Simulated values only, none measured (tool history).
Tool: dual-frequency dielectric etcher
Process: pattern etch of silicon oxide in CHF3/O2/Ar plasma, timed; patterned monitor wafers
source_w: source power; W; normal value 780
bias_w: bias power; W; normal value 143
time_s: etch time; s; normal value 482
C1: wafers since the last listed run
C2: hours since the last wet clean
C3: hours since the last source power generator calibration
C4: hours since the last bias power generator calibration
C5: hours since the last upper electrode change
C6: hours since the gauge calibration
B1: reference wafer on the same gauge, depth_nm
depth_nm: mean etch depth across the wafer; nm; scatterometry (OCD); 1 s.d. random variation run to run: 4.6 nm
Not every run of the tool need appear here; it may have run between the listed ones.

run 1 day=0 | source_w=780 bias_w=143 time_s=482 | C1=0 C2=2.8 C3=952.5 C4=3232.4 C5=2086.8 C6=1132 | B1=1010.5 | depth_nm=1063
run 2 day=4.2 | source_w=780 bias_w=143 time_s=482 | C1=389 C2=103.6 C3=1053.3 C4=3333.2 C5=2187.6 C6=1232.8 | B1=1010.1 | depth_nm=1051.2
run 3 day=7.458 | source_w=720 bias_w=143 time_s=564 | C1=302 C2=181.8 C3=1131.5 C4=3411.4 C5=2265.8 C6=1311 | B1=1010.7 | depth_nm=1181.9
run 4 day=11.354 | source_w=720 bias_w=143 time_s=564 | C1=361 C2=275.3 C3=1225 C4=3504.9 C5=2359.3 C6=1404.5 | B1=1011 | depth_nm=1187.4
run 5 day=15.117 | source_w=840 bias_w=143 time_s=482 | C1=349 C2=365.6 C3=1315.3 C4=3595.2 C5=2449.6 C6=1494.8 | B1=1009.9 | depth_nm=1081.1
run 6 day=18.575 | source_w=840 bias_w=143 time_s=482 | C1=320 C2=448.6 C3=1398.3 C4=3678.2 C5=2532.6 C6=1577.8 | B1=1011.1 | depth_nm=1073.8
run 7 day=22.604 | source_w=840 bias_w=143 time_s=482 | C1=373 C2=545.3 C3=1495 C4=3774.9 C5=2629.3 C6=1674.5 | B1=1011.7 | depth_nm=1078.3
run 8 day=24.412 | source_w=780 bias_w=160 time_s=482 | C1=167 C2=588.7 C3=1538.4 C4=3818.3 C5=2672.7 C6=1717.9 | B1=1008.9 | depth_nm=1059.9
-- day=29.338 wet clean of the chamber
run 9 day=29.358 | source_w=780 bias_w=160 time_s=482 | C1=366 C2=0.5 C3=1657.1 C4=3937 C5=2791.4 C6=1836.6 | B1=1008.7 | depth_nm=1093.3
run 10 day=30.496 | source_w=780 bias_w=143 time_s=482 | C1=105 C2=27.8 C3=1684.4 C4=3964.3 C5=2818.7 C6=1863.9 | B1=1011.4 | depth_nm=1061.2
run 11 day=33.296 | source_w=780 bias_w=143 time_s=482 | C1=259 C2=95 C3=1751.6 C4=4031.5 C5=2885.9 C6=1931.1 | B1=1010 | depth_nm=1060.5
run 12 day=38.796 | source_w=780 bias_w=143 time_s=554.5 | C1=510 C2=227 C3=1883.6 C4=4163.5 C5=3017.9 C6=2063.1 | B1=1010.2 | depth_nm=1213
run 13 day=42.675 | source_w=780 bias_w=143 time_s=554.5 | C1=359 C2=320.1 C3=1976.7 C4=4256.6 C5=3111 C6=2156.2 | B1=1009.4 | depth_nm=1215.2
-- day=45.15 upper electrode replaced
run 14 day=45.171 | source_w=780 bias_w=143 time_s=482 | C1=138 C2=380 C3=2036.6 C4=4316.5 C5=0.5 C6=2216.1 | B1=1009.6 | depth_nm=1050.5
-- day=46.875 gauge calibrated
run 15 day=47.246 | source_w=690 bias_w=158 time_s=482 | C1=192 C2=429.8 C3=2086.4 C4=4366.3 C5=50.3 C6=8.9 | B1=1010.9 | depth_nm=1021.1
-- day=48.758 source power generator calibrated
run 16 day=49.408 | source_w=590 bias_w=162 time_s=384 | C1=185 C2=481.7 C3=15.6 C4=4418.2 C5=102.2 C6=60.8 | B1=1011.3 | depth_nm=733
run 17 day=52.204 | source_w=720 bias_w=143 time_s=482 | C1=259 C2=548.8 C3=82.7 C4=4485.3 C5=169.3 C6=127.9 | B1=1009.7 | depth_nm=985.4
run 18 day=54.612 | source_w=780 bias_w=143 time_s=350.5 | C1=223 C2=606.6 C3=140.5 C4=4543.1 C5=227.1 C6=185.7 | B1=1012.2 | depth_nm=736.3
-- day=55.596 bias power generator calibrated
run 19 day=56.642 | source_w=780 bias_w=143 time_s=482 | C1=172 C2=655.3 C3=189.2 C4=25.1 C5=275.8 C6=234.4 | B1=1009.5 | depth_nm=1007.9
-- day=59.162 wet clean of the chamber
run 20 day=60.729 | source_w=950 bias_w=159 time_s=482 | C1=286 C2=37.6 C3=287.3 C4=123.2 C5=373.9 C6=332.5 | B1=1009.4 | depth_nm=1175.5
run 21 day=63.917 | source_w=600 bias_w=109 time_s=482 | C1=295 C2=114.1 C3=363.8 C4=199.7 C5=450.4 C6=409 | B1=1010 | depth_nm=866
run 22 day=67.346 | source_w=780 bias_w=125 time_s=482 | C1=318 C2=196.4 C3=446.1 C4=282 C5=532.7 C6=491.3 | B1=1009.8 | depth_nm=1005.5
run 23 day=70.954 | source_w=930 bias_w=165 time_s=366.5 | C1=334 C2=283 C3=532.7 C4=368.6 C5=619.3 C6=577.9 | B1=1010.8 | depth_nm=875.1
run 24 day=73.871 | source_w=970 bias_w=128 time_s=348.5 | C1=270 C2=353 C3=602.7 C4=438.6 C5=689.3 C6=647.9 | B1=1010.3 | depth_nm=803.7
run 25 day=76.262 | source_w=650 bias_w=143 time_s=410.5 | C1=221 C2=410.4 C3=660.1 C4=496 C5=746.7 C6=705.3 | B1=1010 | depth_nm=812.7
run 26 day=79.762 | source_w=780 bias_w=143 time_s=482 | C1=324 C2=494.4 C3=744.1 C4=580 C5=830.7 C6=789.3 | B1=1010.2 | depth_nm=1033.9
-- day=87.5 wet clean of the chamber
run 27 day=91.608 | source_w=780 bias_w=143 time_s=482 | C1=1006 C2=98.6 C3=1028.4 C4=864.3 C5=1115 C6=1073.6 | B1=1010.6 | depth_nm=1049.7
run 28 day=94.95 | source_w=780 bias_w=143 time_s=482 | C1=310 C2=178.8 C3=1108.6 C4=944.5 C5=1195.2 C6=1153.8 | B1=1009.9 | depth_nm=1031.1
run 29 day=99.267 | source_w=720 bias_w=143 time_s=564 | C1=400 C2=282.4 C3=1212.2 C4=1048.1 C5=1298.8 C6=1257.4 | B1=1010 | depth_nm=1167.3

Alternative continuations, all from the tool just after run 29; predict every row:
run A day=99.292 | source_w=780 bias_w=143 time_s=482 | C1=2 C2=283 C3=1212.8 C4=1048.7 C5=1299.4 C6=1258 | B1=? | depth_nm=?
run B day=99.292 | source_w=780 bias_w=143 time_s=557.5 | C1=2 C2=283 C3=1212.8 C4=1048.7 C5=1299.4 C6=1258 | B1=? | depth_nm=?
run C day=99.292 | source_w=870 bias_w=118 time_s=482 | C1=2 C2=283 C3=1212.8 C4=1048.7 C5=1299.4 C6=1258 | B1=? | depth_nm=?

run=A B1=1009.6 depth_nm=1036.4
run=B B1=1009.6 depth_nm=1198.7
run=C B1=1009.6 depth_nm=1037.9
With no hidden state in the tool, these same runs would have given:
run=A depth_nm=1042.4
run=B depth_nm=1205.7
run=C depth_nm=1043.9
